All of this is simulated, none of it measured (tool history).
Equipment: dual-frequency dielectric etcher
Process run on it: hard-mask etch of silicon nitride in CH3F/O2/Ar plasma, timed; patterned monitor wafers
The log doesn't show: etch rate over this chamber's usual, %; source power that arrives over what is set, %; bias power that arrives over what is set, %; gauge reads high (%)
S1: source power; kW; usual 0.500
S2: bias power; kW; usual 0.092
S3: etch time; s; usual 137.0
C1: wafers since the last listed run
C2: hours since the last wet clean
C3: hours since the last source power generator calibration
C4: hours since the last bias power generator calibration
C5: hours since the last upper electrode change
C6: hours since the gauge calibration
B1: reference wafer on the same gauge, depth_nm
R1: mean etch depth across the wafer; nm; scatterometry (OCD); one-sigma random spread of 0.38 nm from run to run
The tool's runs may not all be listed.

{"run": 1, "hour": 0.0, "S1": 0.5, "S2": 0.092, "S3": 137.0, "C1": 0, "C2": 503.3, "C3": 2882.0, "C4": 2523.2, "C5": 4312.9, "C6": 2376.9, "B1": 104.9, "R1": 108.1}
{"hour": 76.4, "done": "wet clean of the chamber"}
{"run": 2, "hour": 99.3, "S1": 0.5, "S2": 0.092, "S3": 137.0, "C1": 396, "C2": 22.9, "C3": 2981.3, "C4": 2622.5, "C5": 4412.2, "C6": 2476.2, "B1": 105.1, "R1": 107.6}
{"run": 3, "hour": 166.2, "S1": 0.5, "S2": 0.075, "S3": 161.0, "C1": 351, "C2": 89.8, "C3": 3048.2, "C4": 2689.4, "C5": 4479.1, "C6": 2543.1, "B1": 105.1, "R1": 120.9}
{"run": 4, "hour": 231.0, "S1": 0.5, "S2": 0.075, "S3": 161.0, "C1": 340, "C2": 154.6, "C3": 3113.0, "C4": 2754.2, "C5": 4543.9, "C6": 2607.9, "B1": 105.0, "R1": 121.2}
{"hour": 258.4, "done": "upper electrode replaced, of another model than before"}
{"run": 5, "hour": 318.1, "S1": 0.5, "S2": 0.092, "S3": 155.0, "C1": 331, "C2": 241.7, "C3": 3200.1, "C4": 2841.3, "C5": 59.7, "C6": 2695.0, "B1": 105.0, "R1": 122.1}
{"hour": 338.4, "done": "source power generator calibrated"}
{"run": 6, "hour": 397.2, "S1": 0.5, "S2": 0.092, "S3": 155.0, "C1": 395, "C2": 320.8, "C3": 58.8, "C4": 2920.4, "C5": 138.8, "C6": 2774.1, "B1": 105.0, "R1": 121.2}
{"run": 7, "hour": 455.3, "S1": 0.5, "S2": 0.092, "S3": 137.0, "C1": 305, "C2": 378.9, "C3": 116.9, "C4": 2978.5, "C5": 196.9, "C6": 2832.2, "B1": 105.0, "R1": 107.3}
{"run": 8, "hour": 563.2, "S1": 0.5, "S2": 0.092, "S3": 137.0, "C1": 567, "C2": 486.8, "C3": 224.8, "C4": 3086.4, "C5": 304.8, "C6": 2940.1, "B1": 105.0, "R1": 106.5}
{"run": 9, "hour": 707.0, "S1": 0.54, "S2": 0.086, "S3": 176.0, "C1": 756, "C2": 630.6, "C3": 368.6, "C4": 3230.2, "C5": 448.6, "C6": 3083.9, "B1": 105.1, "R1": 135.8}
{"hour": 732.3, "done": "wet clean of the chamber"}
{"hour": 760.7, "done": "bias power generator calibrated"}
{"run": 10, "hour": 793.6, "S1": 0.5, "S2": 0.079, "S3": 97.0, "C1": 308, "C2": 61.3, "C3": 455.2, "C4": 32.9, "C5": 535.2, "C6": 3170.5, "B1": 105.0, "R1": 73.3}
{"run": 11, "hour": 841.8, "S1": 0.5, "S2": 0.092, "S3": 137.0, "C1": 253, "C2": 109.5, "C3": 503.4, "C4": 81.1, "C5": 583.4, "C6": 3218.7, "B1": 105.0, "R1": 108.4}
{"run": 12, "hour": 929.8, "S1": 0.57, "S2": 0.103, "S3": 105.0, "C1": 462, "C2": 197.5, "C3": 591.4, "C4": 169.1, "C5": 671.4, "C6": 3306.7, "B1": 105.0, "R1": 90.1}
{"run": 13, "hour": 978.2, "S1": 0.45, "S2": 0.092, "S3": 150.5, "C1": 254, "C2": 245.9, "C3": 639.8, "C4": 217.5, "C5": 719.8, "C6": 3355.1, "B1": 105.1, "R1": 117.2}
{"run": 14, "hour": 1030.3, "S1": 0.5, "S2": 0.092, "S3": 110.5, "C1": 274, "C2": 298.0, "C3": 691.9, "C4": 269.6, "C5": 771.9, "C6": 3407.2, "B1": 105.0, "R1": 87.6}
{"run": 15, "hour": 1105.8, "S1": 0.43, "S2": 0.109, "S3": 118.5, "C1": 397, "C2": 373.5, "C3": 767.4, "C4": 345.1, "C5": 847.4, "C6": 3482.7, "B1": 105.0, "R1": 97.2}
{"hour": 1131.6, "done": "gauge calibrated"}
{"run": 16, "hour": 1197.3, "S1": 0.5, "S2": 0.092, "S3": 137.0, "C1": 481, "C2": 465.0, "C3": 858.9, "C4": 436.6, "C5": 938.9, "C6": 65.7, "B1": 105.1, "R1": 108.8}
{"hour": 1275.4, "done": "wet clean of the chamber"}
{"run": 17, "hour": 1275.9, "S1": 0.5, "S2": 0.114, "S3": 121.0, "C1": 287, "C2": 0.5, "C3": 937.5, "C4": 515.2, "C5": 1017.5, "C6": 144.3, "B1": 105.1, "R1": 103.4}
{"run": 18, "hour": 1292.2, "S1": 0.57, "S2": 0.092, "S3": 137.0, "C1": 85, "C2": 16.8, "C3": 953.8, "C4": 531.5, "C5": 1033.8, "C6": 160.6, "B1": 105.1, "R1": 112.1}
{"run": 19, "hour": 1377.4, "S1": 0.5, "S2": 0.092, "S3": 173.5, "C1": 448, "C2": 102.0, "C3": 1039.0, "C4": 616.7, "C5": 1119.0, "C6": 245.8, "B1": 105.0, "R1": 137.8}
{"run": 20, "hour": 1447.6, "S1": 0.56, "S2": 0.092, "S3": 110.0, "C1": 369, "C2": 172.2, "C3": 1109.2, "C4": 686.9, "C5": 1189.2, "C6": 316.0, "B1": 105.0, "R1": 89.6}
{"run": 21, "hour": 1538.0, "S1": 0.43, "S2": 0.083, "S3": 149.0, "C1": 475, "C2": 262.6, "C3": 1199.6, "C4": 777.3, "C5": 1279.6, "C6": 406.4, "B1": 105.0, "R1": 110.1}
{"run": 22, "hour": 1621.0, "S1": 0.5, "S2": 0.092, "S3": 137.0, "C1": 436, "C2": 345.6, "C3": 1282.6, "C4": 860.3, "C5": 1362.6, "C6": 489.4, "B1": 104.9, "R1": 108.3}
{"run": 23, "hour": 1683.9, "S1": 0.41, "S2": 0.098, "S3": 117.0, "C1": 330, "C2": 408.5, "C3": 1345.5, "C4": 923.2, "C5": 1425.5, "C6": 552.3, "B1": 105.0, "R1": 91.1}
{"run": 24, "hour": 1723.6, "S1": 0.55, "S2": 0.084, "S3": 113.0, "C1": 208, "C2": 448.2, "C3": 1385.2, "C4": 962.9, "C5": 1465.2, "C6": 592.0, "B1": 105.0, "R1": 88.8}
{"run": 25, "hour": 1775.8, "S1": 0.45, "S2": 0.072, "S3": 148.5, "C1": 274, "C2": 500.4, "C3": 1437.4, "C4": 1015.1, "C5": 1517.4, "C6": 644.2, "B1": 105.0, "R1": 105.6}
{"hour": 1823.5, "done": "wet clean of the chamber"}
{"run": 26, "hour": 1839.0, "S1": 0.58, "S2": 0.092, "S3": 137.0, "C1": 206, "C2": 15.5, "C3": 1500.6, "C4": 1078.3, "C5": 1580.6, "C6": 707.4, "B1": 105.1, "R1": 112.8}
{"run": 27, "hour": 1901.0, "S1": 0.5, "S2": 0.092, "S3": 137.0, "C1": 326, "C2": 77.5, "C3": 1562.6, "C4": 1140.3, "C5": 1642.6, "C6": 769.4, "B1": 105.0, "R1": 108.8}
{"run": 28, "hour": 1995.4, "S1": 0.5, "S2": 0.082, "S3": 170.0, "C1": 496, "C2": 171.9, "C3": 1657.0, "C4": 1234.7, "C5": 1737.0, "C6": 863.8, "B1": 105.0, "R1": 129.6}
{"run": 29, "hour": 2056.2, "S1": 0.5, "S2": 0.112, "S3": 137.0, "C1": 319, "C2": 232.7, "C3": 1717.8, "C4": 1295.5, "C5": 1797.8, "C6": 924.6, "B1": 105.1, "R1": 116.7}
{"run": 30, "hour": 2094.3, "S1": 0.5, "S2": 0.072, "S3": 113.5, "C1": 200, "C2": 270.8, "C3": 1755.9, "C4": 1333.6, "C5": 1835.9, "C6": 962.7, "B1": 104.9, "R1": 82.8}

Predict each of these 3 candidate next runs independently; none follows another, all start after run 30:
{"run": "A", "hour": 2094.8, "S1": 0.5, "S2": 0.092, "S3": 137.0, "C1": 2, "C2": 271.3, "C3": 1756.4, "C4": 1334.1, "C5": 1836.4, "C6": 963.2, "B1": "?", "R1": "?"}
{"run": "B", "hour": 2094.8, "S1": 0.55, "S2": 0.092, "S3": 137.0, "C1": 2, "C2": 271.3, "C3": 1756.4, "C4": 1334.1, "C5": 1836.4, "C6": 963.2, "B1": "?", "R1": "?"}
{"run": "C", "hour": 2094.8, "S1": 0.5, "S2": 0.1, "S3": 104.0, "C1": 2, "C2": 271.3, "C3": 1756.4, "C4": 1334.1, "C5": 1836.4, "C6": 963.2, "B1": "?", "R1": "?"}

run=A B1=105.0 R1=109.0
run=B B1=105.0 R1=111.4
run=C B1=105.0 R1=85.2
Without the tool's unlogged condition, the same runs would have read:
run=A R1=109.0
run=B R1=111.4
run=C R1=85.2
